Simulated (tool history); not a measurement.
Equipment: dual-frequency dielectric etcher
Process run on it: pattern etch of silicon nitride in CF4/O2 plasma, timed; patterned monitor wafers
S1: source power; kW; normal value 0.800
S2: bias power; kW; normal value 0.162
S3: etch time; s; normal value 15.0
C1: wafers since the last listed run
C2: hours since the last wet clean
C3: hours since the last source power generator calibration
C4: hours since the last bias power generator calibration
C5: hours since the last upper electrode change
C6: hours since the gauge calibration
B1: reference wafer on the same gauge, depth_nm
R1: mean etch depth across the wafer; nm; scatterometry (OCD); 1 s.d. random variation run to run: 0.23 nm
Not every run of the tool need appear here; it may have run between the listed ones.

run,hour,S1,S2,S3,C1,C2,C3,C4,C5,C6,B1,R1
1,0.0,0.800,0.184,15.0,0,275.7,3411.8,871.0,3854.4,673.5,40.91,49.43
2,68.7,0.800,0.162,15.0,660,344.4,3480.5,939.7,3923.1,742.2,40.82,48.27
3,119.8,0.800,0.162,15.0,491,395.5,3531.6,990.8,3974.2,793.3,40.75,47.68
4,157.3,0.800,0.162,14.0,360,433.0,3569.1,1028.3,4011.7,830.8,40.51,44.69
# hour 218.4: wet clean of the chamber
5,222.8,0.800,0.162,14.0,399,4.4,3634.6,1093.8,4077.2,896.3,40.53,44.56
6,265.2,0.800,0.162,16.5,407,46.8,3677.0,1136.2,4119.6,938.7,40.45,52.79
7,295.6,0.800,0.162,16.5,292,77.2,3707.4,1166.6,4150.0,969.1,40.29,52.22
8,378.6,0.800,0.162,15.0,798,160.2,3790.4,1249.6,4233.0,1052.1,40.13,46.97
# hour 402.7: gauge calibrated
9,414.1,0.800,0.162,15.0,341,195.7,3825.9,1285.1,4268.5,11.4,41.54,48.54
# hour 451.2: bias power generator calibrated
# hour 459.4: source power generator calibrated
# hour 473.5: upper electrode replaced
10,481.8,0.800,0.162,15.0,439,263.4,22.4,30.6,8.3,79.1,41.52,49.22
11,546.8,0.800,0.162,15.0,625,328.4,87.4,95.6,73.3,144.1,41.49,48.53
12,599.6,0.800,0.162,15.0,508,381.2,140.2,148.4,126.1,196.9,41.45,48.52
13,626.7,0.800,0.162,15.0,260,408.3,167.3,175.5,153.2,224.0,41.39,48.49
# hour 698.6: wet clean of the chamber
14,699.1,0.800,0.140,15.0,465,0.5,239.7,247.9,225.6,296.4,41.39,46.56
15,726.7,0.960,0.139,18.5,265,28.1,267.3,275.5,253.2,324.0,41.39,63.89
16,768.3,0.800,0.162,15.0,400,69.7,308.9,317.1,294.8,365.6,41.31,48.54
17,811.0,0.620,0.134,17.0,410,112.4,351.6,359.8,337.5,408.3,41.20,46.12
18,876.7,0.930,0.162,15.0,632,178.1,417.3,425.5,403.2,474.0,41.17,52.53
19,905.8,0.800,0.126,15.0,279,207.2,446.4,454.6,432.3,503.1,41.21,45.05
20,929.8,0.800,0.162,15.0,230,231.2,470.4,478.6,456.3,527.1,41.15,48.06
21,954.0,0.610,0.162,12.5,232,255.4,494.6,502.8,480.5,551.3,41.08,35.10
22,988.8,0.850,0.162,15.0,334,290.2,529.4,537.6,515.3,586.1,41.02,49.72

4 ways to go on from here, each from the tool as it stands after run 22. What would each give?
A,989.2,1.000,0.162,15.0,3,290.6,529.8,538.0,515.7,586.5,?,?
B,989.2,0.890,0.124,17.5,3,290.6,529.8,538.0,515.7,586.5,?,?
C,989.2,0.610,0.162,15.0,3,290.6,529.8,538.0,515.7,586.5,?,?
D,989.2,0.800,0.162,18.5,3,290.6,529.8,538.0,515.7,586.5,?,?

run,B1,R1
A,41.01,54.68
B,41.01,56.05
C,41.01,41.96
D,41.01,59.46
With the hidden condition removed and each run's random variation left untouched, the same runs would have given:
run,R1
A,55.25
B,56.63
C,42.40
D,60.09
